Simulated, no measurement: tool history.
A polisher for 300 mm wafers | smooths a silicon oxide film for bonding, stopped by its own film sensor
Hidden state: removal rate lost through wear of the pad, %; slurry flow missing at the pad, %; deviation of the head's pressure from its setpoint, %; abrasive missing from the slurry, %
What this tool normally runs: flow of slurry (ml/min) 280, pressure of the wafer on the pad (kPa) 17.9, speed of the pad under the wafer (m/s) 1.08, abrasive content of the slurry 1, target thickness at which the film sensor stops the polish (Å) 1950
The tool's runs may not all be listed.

run	hour	flow of slurry (ml/min)	pressure of the wafer on the pad (kPa)	speed of the pad under the wafer (m/s)	abrasive content of the slurry	target thickness at which the film sensor stops the polish (Å)	wafers since the last listed run	wafers polished on this pad	hours since the slurry nozzle was cleaned	hours since the head pressure was calibrated	hours since the slurry blender was calibrated	incoming thickness of the incoming film, nm	time until the film sensor stopped the polish (s)
1	0.0	280	17.9	1.08	1	1890	0	798	84.6	449.7	147.3	240.2	63.8
2	59.0	280	17.9	1.08	1	1950	917	1715	143.6	508.7	206.3	235.4	50.8
# hour 121.5: slurry blender recalibrated
# hour 133.8: worn pad replaced by a new one
3	142.9	280	17.9	1.08	1	1950	1211	142	227.5	592.6	21.4	241.2	57.7
4	214.8	280	17.9	1.08	1	1950	1118	1260	299.4	664.5	93.3	241.1	57.4
# hour 218.2: slurry nozzle cleaned
5	258.0	280	17.9	1.08	1	1950	656	1917	39.8	707.7	136.5	239.2	53.8
6	335.6	280	17.9	1.08	1	1950	1207	3124	117.4	785.3	214.1	239.1	54.1
# hour 357.6: worn pad replaced by a new one
7	386.1	280	17.9	1.08	1	1950	723	444	167.9	835.8	264.6	242.0	58.1
8	446.0	280	17.9	1.08	1	1950	931	1375	227.8	895.7	324.5	238.9	53.7
# hour 449.5: slurry blender recalibrated
# hour 464.3: slurry nozzle cleaned
9	502.3	215	17.9	1.08	1	1950	829	2205	38.0	952.0	52.8	241.1	59.7
# hour 566.7: worn pad replaced by a new one
10	579.9	280	13.8	0.70	1	1810	1145	205	115.6	1029.6	130.4	235.0	124.2
# hour 589.7: head pressure recalibrated
11	671.2	280	12.4	0.82	1	1860	1389	1594	206.9	81.5	221.7	241.8	125.8
12	715.9	280	17.9	0.74	1	1950	695	2290	251.6	126.2	266.4	241.2	78.3

Run 13 is up next; what results do you expect?
# hour 725.3: slurry nozzle cleaned
13	779.4	280	17.9	1.08	1	1950	972	3262	54.1	189.7	329.9	236.8	?

time until the film sensor stopped the polish (s): 52.0
If the tool had no hidden condition, the same run with the same run-to-run variation would have returned time until the film sensor stopped the polish (s) 52.0.
